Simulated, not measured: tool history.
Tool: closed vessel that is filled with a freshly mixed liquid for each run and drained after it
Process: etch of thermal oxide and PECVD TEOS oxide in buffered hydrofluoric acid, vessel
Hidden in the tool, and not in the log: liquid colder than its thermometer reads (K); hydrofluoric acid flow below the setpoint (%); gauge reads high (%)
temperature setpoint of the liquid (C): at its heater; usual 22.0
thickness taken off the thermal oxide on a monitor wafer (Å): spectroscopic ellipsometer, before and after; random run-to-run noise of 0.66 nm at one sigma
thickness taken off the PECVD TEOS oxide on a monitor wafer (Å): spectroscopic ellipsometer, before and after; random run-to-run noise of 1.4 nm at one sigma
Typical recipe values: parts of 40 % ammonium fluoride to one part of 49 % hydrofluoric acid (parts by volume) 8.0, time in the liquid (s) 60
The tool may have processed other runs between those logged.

| run | hour | temperature setpoint of the liquid (C) | parts of 40 % ammonium fluoride to one part of 49 % hydrofluoric acid (parts by volume) | time in the liquid (s) | wafers since the last listed run | hours since the thermometer was replaced | hours since the hydrofluoric acid flow meter was replaced | hours since the gauge calibration | read-back film thickness of the thermal oxide reference wafer, read on the same gauge (nm) | read-back film thickness of the PECVD TEOS oxide reference wafer, read on the same gauge (nm) | thickness taken off the thermal oxide on a monitor wafer (Å) | thickness taken off the PECVD TEOS oxide on a monitor wafer (Å) |
|---|---|---|---|---|---|---|---|---|---|---|---|---|
| 1 | 0.0 | 22.0 | 8.0 | 60 | 0 | 604.9 | 393.4 | 684.3 | 100.00 | 39.99 | 710.9 | 1316.2 |
| 2 | 56.4 | 22.0 | 8.0 | 60 | 3744 | 661.3 | 449.8 | 740.7 | 99.97 | 39.98 | 696.6 | 1343.9 |
| 3 | 125.4 | 22.0 | 8.0 | 60 | 4580 | 730.3 | 518.8 | 809.7 | 100.01 | 39.96 | 695.7 | 1312.7 |
| 4 | 196.3 | 22.0 | 8.0 | 60 | 4706 | 801.2 | 589.7 | 880.6 | 100.00 | 39.97 | 682.8 | 1302.5 |
|  | 250.2 | hydrofluoric acid flow meter replaced |
| 5 | 517.4 | 22.0 | 8.0 | 60 | 21251 | 1122.3 | 267.2 | 1201.7 | 100.02 | 39.98 | 728.8 | 1373.8 |
| 6 | 614.8 | 22.0 | 8.0 | 60 | 6466 | 1219.7 | 364.6 | 1299.1 | 100.03 | 40.02 | 697.4 | 1343.7 |
| 7 | 683.5 | 22.0 | 8.0 | 60 | 4560 | 1288.4 | 433.3 | 1367.8 | 99.98 | 39.96 | 694.8 | 1317.4 |
|  | 720.4 | gauge calibrated |
|  | 741.2 | thermometer replaced |
| 8 | 741.7 | 22.0 | 8.0 | 60 | 3797 | 0.5 | 491.5 | 21.3 | 100.01 | 40.00 | 704.2 | 1305.2 |
| 9 | 818.6 | 22.0 | 8.0 | 90 | 5105 | 77.4 | 568.4 | 98.2 | 100.00 | 39.99 | 1031.3 | 1935.1 |
|  | 838.1 | hydrofluoric acid flow meter replaced |
| 10 | 880.9 | 22.0 | 8.0 | 60 | 4069 | 139.7 | 42.8 | 160.5 | 100.04 | 39.99 | 758.9 | 1442.0 |
| 11 | 950.0 | 22.0 | 6.5 | 60 | 4587 | 208.8 | 111.9 | 229.6 | 99.99 | 40.00 | 912.8 | 1697.8 |
| 12 | 1012.0 | 18.5 | 6.0 | 30 | 4116 | 270.8 | 173.9 | 291.6 | 100.04 | 40.00 | 405.4 | 750.4 |
| 13 | 1074.1 | 19.5 | 6.5 | 40 | 4122 | 332.9 | 236.0 | 353.7 | 100.04 | 39.98 | 522.0 | 987.9 |
| 14 | 1156.1 | 17.5 | 6.0 | 60 | 5443 | 414.9 | 318.0 | 435.7 | 100.01 | 40.00 | 746.1 | 1399.3 |
| 15 | 1194.1 | 22.0 | 6.5 | 70 | 2522 | 452.9 | 356.0 | 473.7 | 99.97 | 40.00 | 1050.9 | 1971.3 |
| 16 | 1246.2 | 24.5 | 8.0 | 60 | 3458 | 505.0 | 408.1 | 525.8 | 100.00 | 39.99 | 797.8 | 1515.9 |

Each run again, without the hidden state but with its own random variation kept:
| run | thickness taken off the thermal oxide on a monitor wafer (Å) | thickness taken off the PECVD TEOS oxide on a monitor wafer (Å) |
|---|---|---|
| 1 | 766.2 | 1418.5 |
| 2 | 758.2 | 1462.7 |
| 3 | 766.4 | 1446.1 |
| 4 | 761.8 | 1453.1 |
| 5 | 765.4 | 1442.7 |
| 6 | 744.7 | 1434.8 |
| 7 | 750.7 | 1423.4 |
| 8 | 768.6 | 1424.6 |
| 9 | 1141.0 | 2140.8 |
| 10 | 768.0 | 1459.4 |
| 11 | 930.1 | 1730.0 |
| 12 | 416.5 | 770.9 |
| 13 | 540.8 | 1023.3 |
| 14 | 781.4 | 1465.5 |
| 15 | 1106.4 | 2075.4 |
| 16 | 858.4 | 1631.0 |

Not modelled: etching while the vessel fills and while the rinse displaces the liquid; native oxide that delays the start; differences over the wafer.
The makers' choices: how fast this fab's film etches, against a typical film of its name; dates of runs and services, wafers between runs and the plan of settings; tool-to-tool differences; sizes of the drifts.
